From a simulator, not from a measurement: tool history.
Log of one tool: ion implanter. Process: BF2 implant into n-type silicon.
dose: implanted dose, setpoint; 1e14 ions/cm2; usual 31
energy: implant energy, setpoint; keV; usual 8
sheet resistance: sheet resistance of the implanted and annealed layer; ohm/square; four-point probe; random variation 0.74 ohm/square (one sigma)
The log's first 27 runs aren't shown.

run,hour,dose,energy,"read-back reference wafer on the same gauge, sheet resistance",sheet resistance
# hour 2012: extraction supply calibrated
28,2029.5,31,8,204.54,199.67
29,2089.9,38.19,9,204.3,190.46
# hour 2133.3: Faraday cup replaced and dose calibrated
30,2188.5,31,8,203.9,197.84
31,2242.9,27.96,7,203.88,206.55
32,2311,31,8,203.67,198.18
33,2361.5,26.9,10,203.51,184.36
34,2410.5,31,6,203.33,214.11
35,2508.1,31,10,203.09,183.36
36,2592.8,34.06,9.5,202.92,186.47
37,2688.2,31,9.5,202.67,186.14

3 ways to go on from here, each from the tool as it stands after run 37. What would each give?
A,2688.6,31,8,?,?
B,2688.6,39,9,?,?
C,2688.6,26.76,10.5,?,?

run,"read-back reference wafer on the same gauge, sheet resistance",sheet resistance
A,202.43,198.17
B,202.43,188.27
C,202.43,182.33
Without the tool's hidden state the same runs would have given:
run,sheet resistance
A,200.42
B,190.4
C,184.4
